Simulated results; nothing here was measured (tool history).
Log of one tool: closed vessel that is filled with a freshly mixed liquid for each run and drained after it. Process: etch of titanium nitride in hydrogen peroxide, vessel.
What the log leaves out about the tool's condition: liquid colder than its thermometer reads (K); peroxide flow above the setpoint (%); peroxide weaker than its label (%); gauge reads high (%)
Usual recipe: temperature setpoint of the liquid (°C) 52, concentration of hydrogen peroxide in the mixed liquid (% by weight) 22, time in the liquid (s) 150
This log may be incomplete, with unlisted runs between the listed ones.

run,hour,temperature setpoint of the liquid (°C),concentration of hydrogen peroxide in the mixed liquid (% by weight),time in the liquid (s),wafers since the last listed run,hours since the thermometer was replaced,hours since the peroxide flow meter was replaced,hours since the drum of peroxide was connected,hours since the gauge calibration,"read-back film thickness of the titanium nitride reference wafer, read on the same gauge (nm)",thickness taken off the titanium nitride on a monitor wafer (Å)
1,0,52,22,85,0,457.1,2072.6,60.6,649.2,139.98,41.6
2,65.6,57,26,150,6838,522.7,2138.2,126.2,714.8,140.03,107.6
3,120.5,57,26,150,5723,577.6,2193.1,181.1,769.7,139.99,108.5
4,183.8,47,22,150,6598,640.9,2256.4,244.4,833,139.97,50.7
5,232.7,47,22,150,5097,689.8,2305.3,293.3,881.9,140.03,50.7
6,285.5,47,22,150,5504,742.6,2358.1,346.1,934.7,139.98,51
# hour 300.6: gauge calibrated
7,355.3,52,24,205,7276,812.4,2427.9,415.9,54.7,140,102.4
# hour 373.8: thermometer replaced
8,389.8,52,22,210,3492,16,2462.4,450.4,89.2,139.99,103.5
# hour 419.2: peroxide flow meter replaced
9,461.4,56,28,75,7359,87.6,42.2,522,160.8,139.98,49.8
10,526,52,24,150,6734,152.2,106.8,586.6,225.4,139.97,73.2
11,551.4,52,22,150,2647,177.6,132.2,612,250.8,140,71.4
12,583.2,52,22,150,3315,209.4,164,643.8,282.6,140.02,71.5
13,622.8,52,27.5,115,4128,249,203.6,683.4,322.2,140.01,57.8
14,648.3,52,24,150,2658,274.5,229.1,708.9,347.7,140.01,73.3
15,687.5,45.5,22,125,4086,313.7,268.3,748.1,386.9,139.97,37.2
16,746.2,42.5,27,95,6119,372.4,327,806.8,445.6,140.02,23.4
17,806.2,52,22,150,6254,432.4,387,866.8,505.6,139.99,71.7
18,834.2,46,27,90,2918,460.4,415,894.8,533.6,139.98,28.9
19,904.5,52,22,150,7328,530.7,485.3,965.1,603.9,139.94,71.1
# hour 946.7: new drum of peroxide connected
20,952.1,56.5,28,215,4857,578.3,532.9,5.4,651.5,140.01,148.1
21,1017.8,52,24.5,225,6848,644,598.6,71.1,717.2,140.06,110.3
22,1056.7,45.5,22,230,4055,682.9,637.5,110,756.1,139.98,68.8
# hour 1066.9: thermometer replaced
23,1120.6,60,27.5,150,6557,53.7,701.4,173.9,820,139.99,133.6
24,1149.6,52,22,150,3023,82.7,730.4,202.9,849,139.99,72.1
25,1182,45,15.5,90,3377,115.1,762.8,235.3,881.4,140.01,24.4
# hour 1208.7: gauge calibrated
26,1250.9,55,20,150,7182,184,831.7,304.2,42.2,140.03,88.3
27,1308.5,56.5,22,230,6004,241.6,889.3,361.8,99.8,140.06,150.8
28,1481,52,22,150,17982,414.1,1061.8,534.3,272.3,140.02,72.3

Forecast each of these 5 alternatives for the next run:
A,1481.7,52,19.5,150,72,414.8,1062.5,535,273,?,?
B,1481.7,48,27,85,72,414.8,1062.5,535,273,?,?
C,1481.7,43,22,175,72,414.8,1062.5,535,273,?,?
D,1481.7,61,24,180,72,414.8,1062.5,535,273,?,?
E,1481.7,52,20,115,72,414.8,1062.5,535,273,?,?

run,"read-back film thickness of the titanium nitride reference wafer, read on the same gauge (nm)",thickness taken off the titanium nitride on a monitor wafer (Å)
A,140,69.9
B,140,31.8
C,140,43.2
D,140,163.8
E,140,53.8
With no hidden state in the tool, these same runs would have given:
run,thickness taken off the titanium nitride on a monitor wafer (Å)
A,68.9
B,31.4
C,42.7
D,161.6
E,53.1
